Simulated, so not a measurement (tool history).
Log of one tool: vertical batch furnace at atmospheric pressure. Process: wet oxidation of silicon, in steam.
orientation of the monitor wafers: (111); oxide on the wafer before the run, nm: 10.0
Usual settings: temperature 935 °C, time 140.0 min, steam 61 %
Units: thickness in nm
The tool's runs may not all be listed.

run	hour	temperature	time	steam	wafers since the last listed run	hours since the last temperature calibration	hours since the steam generator was serviced	hours since the gauge calibration	read-back reference wafer on the same gauge, thickness	thickness
1	0.0	935	140.0	61	0	2587.6	1447.6	146.8	433.84	431.43
2	27.2	948	140.0	64	191	2614.8	1474.8	174.0	433.83	484.96
3	41.2	948	140.0	64	98	2628.8	1488.8	188.0	433.82	486.62
4	68.4	948	140.0	64	191	2656.0	1516.0	215.2	433.51	488.66
5	93.4	920	140.0	58	176	2681.0	1541.0	240.2	434.06	371.10
6	114.2	920	140.0	58	146	2701.8	1561.8	261.0	433.98	372.87
7	139.5	935	140.0	61	178	2727.1	1587.1	286.3	433.78	431.83
# hour 170.5: thermocouples replaced and temperature profile calibrated
8	171.0	935	140.0	61	52	0.5	1618.6	317.8	434.20	418.24
9	189.4	935	140.0	61	129	18.9	1637.0	336.2	434.15	418.19
10	204.4	935	140.0	61	105	33.9	1652.0	351.2	433.89	417.48
11	221.5	935	140.0	61	120	51.0	1669.1	368.3	434.18	416.44
12	236.2	935	140.0	61	103	65.7	1683.8	383.0	433.97	415.95
13	257.9	935	140.0	61	153	87.4	1705.5	404.7	433.78	416.66
14	270.4	935	140.0	61	88	99.9	1718.0	417.2	434.14	416.62
15	293.9	935	140.0	61	165	123.4	1741.5	440.7	434.18	416.26
16	313.0	935	140.0	61	134	142.5	1760.6	459.8	433.92	414.99
17	323.8	935	72.0	71	76	153.3	1771.4	470.6	434.30	289.71
# hour 358.1: steam generator serviced
18	358.6	935	97.5	61	76	188.1	0.5	505.4	433.93	332.92
19	368.8	916	165.5	70	71	198.3	10.7	515.6	433.96	458.29
20	394.2	959	181.5	61	179	223.7	36.1	541.0	433.79	590.92
21	411.4	921	106.0	68	121	240.9	53.3	558.2	434.02	341.14
22	424.8	935	140.0	61	94	254.3	66.7	571.6	433.84	426.51
23	447.0	935	140.0	61	156	276.5	88.9	593.8	434.24	428.29
24	464.4	911	118.0	49	122	293.9	106.3	611.2	433.91	264.70
25	475.4	935	140.0	61	77	304.9	117.3	622.2	433.87	427.79
26	500.7	935	78.0	61	178	330.2	142.6	647.5	433.71	284.06
27	527.1	957	140.0	56	186	356.6	169.0	673.9	433.93	470.42
# hour 534.9: gauge calibrated
28	545.5	920	140.0	58	129	375.0	187.4	10.6	433.93	367.88
29	563.0	925	140.0	61	123	392.5	204.9	28.1	433.87	397.43
30	583.2	925	140.0	61	142	412.7	225.1	48.3	434.05	396.24
31	593.5	935	140.0	61	72	423.0	235.4	58.6	433.93	426.60
32	612.4	944	161.5	68	133	441.9	254.3	77.5	434.04	534.69

The next listed run, before its measurement:
33	640.0	921	106.0	68	194	469.5	281.9	105.1	?	?

{"run 33": {"read-back reference wafer on the same gauge, thickness": 434.22, "thickness": 340.79}}
Without the tool's hidden state the same run would have given thickness 342.04 nm.
